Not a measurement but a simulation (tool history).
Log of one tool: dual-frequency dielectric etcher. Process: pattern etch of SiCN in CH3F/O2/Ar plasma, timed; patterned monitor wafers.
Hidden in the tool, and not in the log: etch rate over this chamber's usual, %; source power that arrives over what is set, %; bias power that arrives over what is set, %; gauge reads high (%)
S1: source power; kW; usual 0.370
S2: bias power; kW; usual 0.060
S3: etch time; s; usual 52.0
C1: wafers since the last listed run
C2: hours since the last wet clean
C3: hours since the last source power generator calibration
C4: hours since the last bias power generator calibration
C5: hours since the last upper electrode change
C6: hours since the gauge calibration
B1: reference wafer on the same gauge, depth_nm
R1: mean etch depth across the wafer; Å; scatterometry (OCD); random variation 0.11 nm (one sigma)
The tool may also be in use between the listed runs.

run     day     S1     S2    S3    C1     C2      C3      C4      C5     C6     B1     R1
  1   0.000  0.370  0.060  52.0     0  108.4  4621.5  2649.1  5365.8  592.8  17.29  190.2
  2   1.654  0.370  0.060  52.0   438  148.1  4661.2  2688.8  5405.5  632.5  17.27  190.4
  3   4.825  0.370  0.060  52.0   841  224.2  4737.3  2764.9  5481.6  708.6  17.30  193.3
  4   8.121  0.370  0.060  52.0   874  303.3  4816.4  2844.0  5560.7  787.7  17.29  195.4
     13.458  -- upper electrode replaced
     14.167  -- source power generator calibrated
     14.204  -- wet clean of the chamber
  5  14.225  0.370  0.060  52.0  1300    0.5     1.4  2990.5    18.4  934.2  17.32  189.9
     16.442  -- gauge calibrated
  6  17.138  0.440  0.060  52.0   772   70.4    71.3  3060.4    88.3   16.7  17.29  201.7
  7  19.283  0.370  0.060  52.0   569  121.9   122.8  3111.9   139.8   68.2  17.27  194.2
     20.612  -- bias power generator calibrated
  8  22.183  0.410  0.074  52.0   725  191.5   192.4    37.7   209.4  137.8  17.30  213.0
  9  26.442  0.370  0.073  57.5  1129  293.7   294.6   139.9   311.6  240.0  17.29  230.6
     28.758  -- wet clean of the chamber
 10  29.133  0.310  0.060  52.0   448    9.0   359.2   204.5   376.2  304.6  17.31  179.6
 11  32.150  0.370  0.060  52.0   800   81.4   431.6   276.9   448.6  377.0  17.29  190.5
 12  34.658  0.430  0.049  52.0   665  141.6   491.8   337.1   508.8  437.2  17.30  187.7
 13  36.171  0.310  0.064  41.5   401  177.9   528.1   373.4   545.1  473.5  17.30  149.5
 14  40.217  0.370  0.049  61.0  1073  275.0   625.2   470.5   642.2  570.6  17.30  215.8

3 ways to go on from here, each from the tool as it stands after run 14. What would each give?
  A  40.233  0.370  0.069  52.0   4  275.4  625.6  470.9  642.6  571.0   ?   ?
  B  40.233  0.340  0.060  47.5   4  275.4  625.6  470.9  642.6  571.0   ?   ?
  C  40.233  0.450  0.068  64.0   4  275.4  625.6  470.9  642.6  571.0   ?   ?

run     B1     R1
  A  17.30  202.1
  B  17.30  173.0
  C  17.30  260.8
Without the tool's hidden state the same runs would have given:
run     R1
  A  195.9
  B  167.7
  C  252.9

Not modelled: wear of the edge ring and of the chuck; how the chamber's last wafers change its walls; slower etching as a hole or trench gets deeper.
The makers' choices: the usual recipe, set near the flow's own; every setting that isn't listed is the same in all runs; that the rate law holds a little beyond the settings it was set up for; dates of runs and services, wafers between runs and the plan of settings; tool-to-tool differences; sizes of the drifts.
